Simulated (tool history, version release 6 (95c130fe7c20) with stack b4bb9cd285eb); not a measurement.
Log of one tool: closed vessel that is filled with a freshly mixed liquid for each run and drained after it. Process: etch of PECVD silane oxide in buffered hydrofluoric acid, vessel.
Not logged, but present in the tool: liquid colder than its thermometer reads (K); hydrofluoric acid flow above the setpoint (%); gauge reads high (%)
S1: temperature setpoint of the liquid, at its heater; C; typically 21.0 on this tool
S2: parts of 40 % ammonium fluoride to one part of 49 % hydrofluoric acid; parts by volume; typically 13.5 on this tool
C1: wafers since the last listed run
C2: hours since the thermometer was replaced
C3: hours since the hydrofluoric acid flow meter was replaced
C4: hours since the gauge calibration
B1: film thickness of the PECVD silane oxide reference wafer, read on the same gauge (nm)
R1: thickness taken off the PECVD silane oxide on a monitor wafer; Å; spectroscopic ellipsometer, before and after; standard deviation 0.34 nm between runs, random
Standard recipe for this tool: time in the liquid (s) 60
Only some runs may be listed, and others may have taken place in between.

{"run": 1, "hour": 0.0, "S1": 21.0, "S2": 11.0, "time in the liquid (s)": 60, "C1": 0, "C2": 741.7, "C3": 1028.0, "C4": 145.7, "B1": 150.01, "R1": 801.4}
{"run": 2, "hour": 31.4, "S1": 21.0, "S2": 13.5, "time in the liquid (s)": 45, "C1": 4089, "C2": 773.1, "C3": 1059.4, "C4": 177.1, "B1": 149.98, "R1": 488.9}
{"run": 3, "hour": 78.4, "S1": 21.0, "S2": 13.5, "time in the liquid (s)": 45, "C1": 6121, "C2": 820.1, "C3": 1106.4, "C4": 224.1, "B1": 149.97, "R1": 492.5}
{"run": 4, "hour": 110.7, "S1": 21.0, "S2": 13.5, "time in the liquid (s)": 45, "C1": 4206, "C2": 852.4, "C3": 1138.7, "C4": 256.4, "B1": 150.02, "R1": 491.0}
{"hour": 122.2, "done": "hydrofluoric acid flow meter replaced"}
{"hour": 122.6, "done": "thermometer replaced"}
{"run": 5, "hour": 128.4, "S1": 23.5, "S2": 13.5, "time in the liquid (s)": 60, "C1": 2120, "C2": 5.8, "C3": 6.2, "C4": 274.1, "B1": 150.0, "R1": 794.7}
{"run": 6, "hour": 154.4, "S1": 23.5, "S2": 13.5, "time in the liquid (s)": 60, "C1": 3386, "C2": 31.8, "C3": 32.2, "C4": 300.1, "B1": 150.02, "R1": 799.2}
{"run": 7, "hour": 173.8, "S1": 23.5, "S2": 13.5, "time in the liquid (s)": 60, "C1": 2526, "C2": 51.2, "C3": 51.6, "C4": 319.5, "B1": 149.99, "R1": 796.3}
{"run": 8, "hour": 191.0, "S1": 17.0, "S2": 13.5, "time in the liquid (s)": 35, "C1": 2240, "C2": 68.4, "C3": 68.8, "C4": 336.7, "B1": 149.98, "R1": 321.8}
{"run": 9, "hour": 217.0, "S1": 21.0, "S2": 13.5, "time in the liquid (s)": 30, "C1": 3386, "C2": 94.4, "C3": 94.8, "C4": 362.7, "B1": 149.98, "R1": 344.2}
{"hour": 218.3, "done": "gauge calibrated"}
{"run": 10, "hour": 237.9, "S1": 21.0, "S2": 13.5, "time in the liquid (s)": 80, "C1": 2722, "C2": 115.3, "C3": 115.7, "C4": 19.6, "B1": 149.98, "R1": 911.5}
{"run": 11, "hour": 272.3, "S1": 21.0, "S2": 11.0, "time in the liquid (s)": 80, "C1": 4480, "C2": 149.7, "C3": 150.1, "C4": 54.0, "B1": 150.0, "R1": 1118.9}
{"run": 12, "hour": 297.0, "S1": 18.5, "S2": 13.5, "time in the liquid (s)": 60, "C1": 3216, "C2": 174.4, "C3": 174.8, "C4": 78.7, "B1": 149.96, "R1": 593.6}
{"run": 13, "hour": 318.0, "S1": 21.0, "S2": 13.5, "time in the liquid (s)": 60, "C1": 2735, "C2": 195.4, "C3": 195.8, "C4": 99.7, "B1": 150.04, "R1": 682.0}
{"run": 14, "hour": 341.8, "S1": 21.0, "S2": 13.5, "time in the liquid (s)": 60, "C1": 3099, "C2": 219.2, "C3": 219.6, "C4": 123.5, "B1": 150.02, "R1": 682.1}

Hidden state or all else? Some run-to-run changes of R1, split into what the settings, what came in and random variation would give without the hidden state, and what is left for the hidden state (with any gauge scatter that isn't in both results):
Run 4 -> 5: S1 21.0 -> 23.5, time in the liquid (s) 45 -> 60, hydrofluoric acid flow meter replaced, thermometer replaced. R1 +303.7 Å: hidden state +31.5, all else +272.2.
Run 9 -> 10: time in the liquid (s) 30 -> 80, gauge calibrated. R1 +567.3 Å: hidden state -4.5, all else +571.8.

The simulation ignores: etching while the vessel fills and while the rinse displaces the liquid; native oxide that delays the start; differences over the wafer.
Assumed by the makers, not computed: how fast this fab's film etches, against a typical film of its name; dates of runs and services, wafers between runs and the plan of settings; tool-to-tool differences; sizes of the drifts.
